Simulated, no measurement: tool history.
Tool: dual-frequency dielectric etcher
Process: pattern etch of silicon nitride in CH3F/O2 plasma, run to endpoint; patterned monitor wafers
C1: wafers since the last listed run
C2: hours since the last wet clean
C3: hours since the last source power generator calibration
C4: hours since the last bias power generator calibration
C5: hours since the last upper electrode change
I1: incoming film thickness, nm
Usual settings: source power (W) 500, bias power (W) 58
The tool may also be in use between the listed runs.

run 1 hour=0 | source_power_(W)=450 bias_power_(W)=67 | C1=0 C2=316.8 C3=1287 C4=4435.8 C5=4576.6 | I1=80 | endpoint_time_(s)=91.8
run 2 hour=31.2 | source_power_(W)=450 bias_power_(W)=67 | C1=215 C2=348 C3=1318.2 C4=4467 C5=4607.8 | I1=80 | endpoint_time_(s)=92.9
run 3 hour=59.6 | source_power_(W)=420 bias_power_(W)=58 | C1=196 C2=376.4 C3=1346.6 C4=4495.4 C5=4636.2 | I1=80.3 | endpoint_time_(s)=101
run 4 hour=71.9 | source_power_(W)=500 bias_power_(W)=58 | C1=85 C2=388.7 C3=1358.9 C4=4507.7 C5=4648.5 | I1=79.1 | endpoint_time_(s)=90.6
run 5 hour=90.4 | source_power_(W)=500 bias_power_(W)=48 | C1=127 C2=407.2 C3=1377.4 C4=4526.2 C5=4667 | I1=79.4 | endpoint_time_(s)=96.2
run 6 hour=123.2 | source_power_(W)=500 bias_power_(W)=48 | C1=226 C2=440 C3=1410.2 C4=4559 C5=4699.8 | I1=79.7 | endpoint_time_(s)=96
run 7 hour=148.2 | source_power_(W)=500 bias_power_(W)=58 | C1=172 C2=465 C3=1435.2 C4=4584 C5=4724.8 | I1=79.8 | endpoint_time_(s)=91.1
-- hour=170.4 source power generator calibrated
run 8 hour=171.9 | source_power_(W)=500 bias_power_(W)=58 | C1=136 C2=488.7 C3=1.5 C4=4607.7 C5=4748.5 | I1=80.4 | endpoint_time_(s)=91
run 9 hour=201.4 | source_power_(W)=500 bias_power_(W)=58 | C1=203 C2=518.2 C3=31 C4=4637.2 C5=4778 | I1=79.7 | endpoint_time_(s)=90.8
run 10 hour=230.6 | source_power_(W)=500 bias_power_(W)=63 | C1=201 C2=547.4 C3=60.2 C4=4666.4 C5=4807.2 | I1=79.7 | endpoint_time_(s)=88.5
run 11 hour=257.2 | source_power_(W)=500 bias_power_(W)=58 | C1=183 C2=574 C3=86.8 C4=4693 C5=4833.8 | I1=80.3 | endpoint_time_(s)=92.3
run 12 hour=282.4 | source_power_(W)=560 bias_power_(W)=71 | C1=174 C2=599.2 C3=112 C4=4718.2 C5=4859 | I1=79.8 | endpoint_time_(s)=80.6
-- hour=312.5 bias power generator calibrated
-- hour=330 wet clean of the chamber
run 13 hour=330.5 | source_power_(W)=460 bias_power_(W)=58 | C1=183 C2=0.5 C3=160.1 C4=18 C5=4907.1 | I1=79.1 | endpoint_time_(s)=88.4
-- hour=357.9 upper electrode replaced
-- hour=410.2 wet clean of the chamber, repeated, since the last time left the tool worse
run 14 hour=410.7 | source_power_(W)=430 bias_power_(W)=52 | C1=222 C2=0.5 C3=240.3 C4=98.2 C5=52.8 | I1=79.5 | endpoint_time_(s)=100.2
run 15 hour=420.8 | source_power_(W)=570 bias_power_(W)=58 | C1=69 C2=10.6 C3=250.4 C4=108.3 C5=62.9 | I1=80.1 | endpoint_time_(s)=82.5
run 16 hour=446.4 | source_power_(W)=410 bias_power_(W)=63 | C1=176 C2=36.2 C3=276 C4=133.9 C5=88.5 | I1=79.8 | endpoint_time_(s)=97.3
run 17 hour=458.7 | source_power_(W)=450 bias_power_(W)=71 | C1=85 C2=48.5 C3=288.3 C4=146.2 C5=100.8 | I1=80 | endpoint_time_(s)=88.4
run 18 hour=492.9 | source_power_(W)=500 bias_power_(W)=58 | C1=236 C2=82.7 C3=322.5 C4=180.4 C5=135 | I1=79.9 | endpoint_time_(s)=89.1
run 19 hour=527.5 | source_power_(W)=470 bias_power_(W)=58 | C1=239 C2=117.3 C3=357.1 C4=215 C5=169.6 | I1=78.8 | endpoint_time_(s)=91.7

Hidden state at the last listed run before each entry between runs and at the first one after, where it differs:
Between runs 7 and 8: source power generator calibrated (hour 170.4)
  etch rate over this chamber's usual, %: -2.28 -> -2.39
  measured less the result without the state, endpoint time (s): +2.1 -> +2.1
Between runs 12 and 13: bias power generator calibrated (hour 312.5); wet clean of the chamber (hour 330)
  etch rate over this chamber's usual, %: -2.92 -> 4.61
  measured less the result without the state, endpoint time (s): +2.4 -> -4.1
Between runs 13 and 14: upper electrode replaced (hour 357.9); wet clean of the chamber, repeated, since the last time left the tool worse (hour 410.2)
  etch rate over this chamber's usual, %: 4.61 -> 0.414
  measured less the result without the state, endpoint time (s): -4.1 -> -0.4
